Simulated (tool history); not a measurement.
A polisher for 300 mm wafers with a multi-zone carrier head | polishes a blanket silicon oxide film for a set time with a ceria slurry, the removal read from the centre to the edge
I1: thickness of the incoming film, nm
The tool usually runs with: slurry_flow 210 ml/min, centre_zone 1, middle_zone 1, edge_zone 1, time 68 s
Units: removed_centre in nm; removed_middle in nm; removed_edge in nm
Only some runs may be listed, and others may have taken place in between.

{"run": 1, "hour": 0.0, "slurry_flow": 210, "centre_zone": 1, "middle_zone": 1, "edge_zone": 1, "time": 68, "I1": 1944.6, "removed_centre": 277.8, "removed_middle": 285.4, "removed_edge": 298.9}
{"run": 2, "hour": 10.2, "slurry_flow": 210, "centre_zone": 1, "middle_zone": 1, "edge_zone": 1, "time": 68, "I1": 1895.7, "removed_centre": 284.2, "removed_middle": 288.9, "removed_edge": 295.2}
{"hour": 21.8, "done": "slurry nozzle cleaned"}
{"run": 3, "hour": 27.5, "slurry_flow": 210, "centre_zone": 1, "middle_zone": 1, "edge_zone": 1, "time": 68, "I1": 1886.1, "removed_centre": 274.4, "removed_middle": 292.7, "removed_edge": 290.3}
{"run": 4, "hour": 44.5, "slurry_flow": 165, "centre_zone": 1.08, "middle_zone": 0.9, "edge_zone": 1, "time": 58, "I1": 1886.9, "removed_centre": 240.2, "removed_middle": 224.4, "removed_edge": 246}
{"hour": 54.0, "done": "worn pad replaced by a new one"}
{"hour": 58.9, "done": "edge zone pressure recalibrated"}
{"run": 5, "hour": 59.4, "slurry_flow": 210, "centre_zone": 1, "middle_zone": 1, "edge_zone": 1, "time": 82, "I1": 1922, "removed_centre": 333.8, "removed_middle": 352.2, "removed_edge": 359}
{"run": 6, "hour": 69.2, "slurry_flow": 235, "centre_zone": 0.96, "middle_zone": 1, "edge_zone": 1, "time": 68, "I1": 1912.7, "removed_centre": 273.1, "removed_middle": 296.3, "removed_edge": 297.8}
{"run": 7, "hour": 78.2, "slurry_flow": 210, "centre_zone": 1, "middle_zone": 1, "edge_zone": 1, "time": 68, "I1": 1901.5, "removed_centre": 276, "removed_middle": 290.5, "removed_edge": 295.2}
{"run": 8, "hour": 90.2, "slurry_flow": 210, "centre_zone": 1, "middle_zone": 1, "edge_zone": 1, "time": 68, "I1": 1899.3, "removed_centre": 275.2, "removed_middle": 293.6, "removed_edge": 300.2}
{"hour": 114.1, "done": "carrier head's membrane replaced by a new one"}
{"run": 9, "hour": 142.3, "slurry_flow": 210, "centre_zone": 1, "middle_zone": 0.89, "edge_zone": 1, "time": 68, "I1": 1895.4, "removed_centre": 276.2, "removed_middle": 273.9, "removed_edge": 297.5}
{"run": 10, "hour": 159.9, "slurry_flow": 260, "centre_zone": 1.06, "middle_zone": 1, "edge_zone": 1, "time": 68, "I1": 1930.6, "removed_centre": 294.7, "removed_middle": 299.6, "removed_edge": 301.7}
{"hour": 167.1, "done": "worn pad replaced by a new one"}
{"run": 11, "hour": 167.7, "slurry_flow": 210, "centre_zone": 1, "middle_zone": 1, "edge_zone": 1, "time": 68, "I1": 1944.3, "removed_centre": 270.8, "removed_middle": 287.9, "removed_edge": 296.2}
{"run": 12, "hour": 178.9, "slurry_flow": 240, "centre_zone": 1, "middle_zone": 1, "edge_zone": 1, "time": 68, "I1": 1882.9, "removed_centre": 274.8, "removed_middle": 294.8, "removed_edge": 294.2}
{"run": 13, "hour": 192.2, "slurry_flow": 210, "centre_zone": 1, "middle_zone": 1, "edge_zone": 1, "time": 68, "I1": 1928.4, "removed_centre": 268.3, "removed_middle": 291.6, "removed_edge": 294.4}
{"run": 14, "hour": 206.5, "slurry_flow": 210, "centre_zone": 1, "middle_zone": 1.06, "edge_zone": 1.12, "time": 68, "I1": 1896.3, "removed_centre": 267.6, "removed_middle": 303.3, "removed_edge": 308.8}
{"run": 15, "hour": 216.0, "slurry_flow": 210, "centre_zone": 0.91, "middle_zone": 0.94, "edge_zone": 1, "time": 47, "I1": 1888.3, "removed_centre": 173.7, "removed_middle": 195.7, "removed_edge": 202.5}
{"run": 16, "hour": 228.4, "slurry_flow": 210, "centre_zone": 1, "middle_zone": 1.09, "edge_zone": 1, "time": 68, "I1": 1874.3, "removed_centre": 266.8, "removed_middle": 306.4, "removed_edge": 288.6}
{"run": 17, "hour": 237.2, "slurry_flow": 210, "centre_zone": 1, "middle_zone": 1, "edge_zone": 1, "time": 68, "I1": 1903.6, "removed_centre": 267.1, "removed_middle": 292.5, "removed_edge": 298.8}
{"run": 18, "hour": 248.8, "slurry_flow": 140, "centre_zone": 1, "middle_zone": 1.07, "edge_zone": 1, "time": 68, "I1": 1901.4, "removed_centre": 250.2, "removed_middle": 277, "removed_edge": 276.3}
{"run": 19, "hour": 262.7, "slurry_flow": 210, "centre_zone": 1, "middle_zone": 1, "edge_zone": 1, "time": 85, "I1": 1888.5, "removed_centre": 338.5, "removed_middle": 360.3, "removed_edge": 373.3}
{"hour": 275.2, "done": "worn pad replaced by a new one"}
{"run": 20, "hour": 277.3, "slurry_flow": 210, "centre_zone": 1, "middle_zone": 1, "edge_zone": 1.05, "time": 68, "I1": 1876.4, "removed_centre": 268.6, "removed_middle": 290.8, "removed_edge": 296.6}
{"run": 21, "hour": 287.1, "slurry_flow": 210, "centre_zone": 1.09, "middle_zone": 1.11, "edge_zone": 1.1, "time": 68, "I1": 1887.3, "removed_centre": 292.8, "removed_middle": 310.1, "removed_edge": 306.3}
{"run": 22, "hour": 300.8, "slurry_flow": 210, "centre_zone": 1.06, "middle_zone": 1.08, "edge_zone": 1, "time": 60, "I1": 1888.8, "removed_centre": 251.4, "removed_middle": 268.4, "removed_edge": 252.4}

Here are 4 independent what-if runs from the current tool condition. What would each one return?
{"run": "A", "hour": 301.2, "slurry_flow": 210, "centre_zone": 1, "middle_zone": 1, "edge_zone": 1, "time": 68, "I1": 1910.9, "removed_centre": "?", "removed_middle": "?", "removed_edge": "?"}
{"run": "B", "hour": 301.2, "slurry_flow": 265, "centre_zone": 1.05, "middle_zone": 0.96, "edge_zone": 0.96, "time": 68, "I1": 1910.9, "removed_centre": "?", "removed_middle": "?", "removed_edge": "?"}
{"run": "C", "hour": 301.2, "slurry_flow": 210, "centre_zone": 0.88, "middle_zone": 0.96, "edge_zone": 1.08, "time": 55, "I1": 1910.9, "removed_centre": "?", "removed_middle": "?", "removed_edge": "?"}
{"run": "D", "hour": 301.2, "slurry_flow": 210, "centre_zone": 1, "middle_zone": 0.9, "edge_zone": 1, "time": 68, "I1": 1910.9, "removed_centre": "?", "removed_middle": "?", "removed_edge": "?"}

run=A removed_centre=268.3 removed_middle=292.2 removed_edge=288.2
run=B removed_centre=289.3 removed_middle=294.2 removed_edge=290.4
run=C removed_centre=194.9 removed_middle=230.8 removed_edge=240.5
run=D removed_centre=268.1 removed_middle=274.8 removed_edge=288.4
Without the tool's unlogged condition, the same runs would have read:
run=A removed_centre=284.2 removed_middle=292.1 removed_edge=288.2
run=B removed_centre=306.4 removed_middle=294.1 removed_edge=290.4
run=C removed_centre=206.6 removed_middle=230.7 removed_edge=240.5
run=D removed_centre=284 removed_middle=274.7 removed_edge=288.4
